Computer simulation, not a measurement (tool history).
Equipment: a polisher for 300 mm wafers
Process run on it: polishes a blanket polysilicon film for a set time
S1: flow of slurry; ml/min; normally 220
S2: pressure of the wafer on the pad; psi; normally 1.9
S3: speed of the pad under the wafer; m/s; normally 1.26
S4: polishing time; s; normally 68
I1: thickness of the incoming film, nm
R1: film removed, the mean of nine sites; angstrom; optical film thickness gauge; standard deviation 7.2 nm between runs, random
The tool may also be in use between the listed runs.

run 1 hour=0 | S1=220 S2=2.3 S3=1.26 S4=68 | I1=1332.6 | R1=5564
run 2 hour=15.7 | S1=220 S2=2.3 S3=1.26 S4=68 | I1=1343.4 | R1=5696
run 3 hour=25.7 | S1=220 S2=2.3 S3=1.26 S4=68 | I1=1319.5 | R1=5485
run 4 hour=43.3 | S1=265 S2=1.9 S3=1.26 S4=79 | I1=1327.6 | R1=5520
run 5 hour=50.5 | S1=265 S2=1.9 S3=1.26 S4=79 | I1=1346.1 | R1=5330
run 6 hour=66.2 | S1=265 S2=1.9 S3=1.26 S4=79 | I1=1350.9 | R1=5483
run 7 hour=74.7 | S1=220 S2=1.9 S3=1.26 S4=68 | I1=1317.7 | R1=4495
run 8 hour=92 | S1=220 S2=1.9 S3=1.26 S4=68 | I1=1316.3 | R1=4502
-- hour=104.6 slurry nozzle cleaned
-- hour=107.5 head pressure recalibrated
run 9 hour=109.4 | S1=220 S2=1.9 S3=1.26 S4=68 | I1=1327 | R1=5019
-- hour=117.7 worn pad replaced by a new one
run 10 hour=127.2 | S1=155 S2=2.6 S3=1.26 S4=91 | I1=1351.9 | R1=8323
run 11 hour=140.7 | S1=220 S2=2.1 S3=1.26 S4=45 | I1=1308.9 | R1=3582
run 12 hour=147.7 | S1=295 S2=1.7 S3=1.1 S4=89 | I1=1315.3 | R1=5166
run 13 hour=155.7 | S1=220 S2=1.9 S3=1.26 S4=68 | I1=1320.2 | R1=4944
run 14 hour=165.7 | S1=270 S2=2.5 S3=1.5 S4=89 | I1=1331.4 | R1=10186
run 15 hour=183.2 | S1=160 S2=1.9 S3=1.66 S4=68 | I1=1342.1 | R1=6002
run 16 hour=191.1 | S1=220 S2=1.9 S3=1.26 S4=68 | I1=1324.8 | R1=4956
run 17 hour=201.1 | S1=220 S2=1.9 S3=1.58 S4=68 | I1=1343.2 | R1=6195
run 18 hour=214.7 | S1=220 S2=1.6 S3=1.26 S4=68 | I1=1354.4 | R1=4163

Consider 3 possible next runs. They are alternatives, not a sequence: every one starts from the tool as it was left by run 18. What does each give?
run A hour=215.1 | S1=220 S2=1.9 S3=1.26 S4=68 | I1=1337.7 | R1=?
run B hour=215.1 | S1=280 S2=1.9 S3=1.5 S4=77 | I1=1337.7 | R1=?
run C hour=215.1 | S1=220 S2=1.9 S3=1.1 S4=89 | I1=1337.7 | R1=?

run=A R1=4856
run=B R1=6768
run=C R1=5549
Had the tool no hidden state, the same runs would have come out as:
run=A R1=4974
run=B R1=6895
run=C R1=5683

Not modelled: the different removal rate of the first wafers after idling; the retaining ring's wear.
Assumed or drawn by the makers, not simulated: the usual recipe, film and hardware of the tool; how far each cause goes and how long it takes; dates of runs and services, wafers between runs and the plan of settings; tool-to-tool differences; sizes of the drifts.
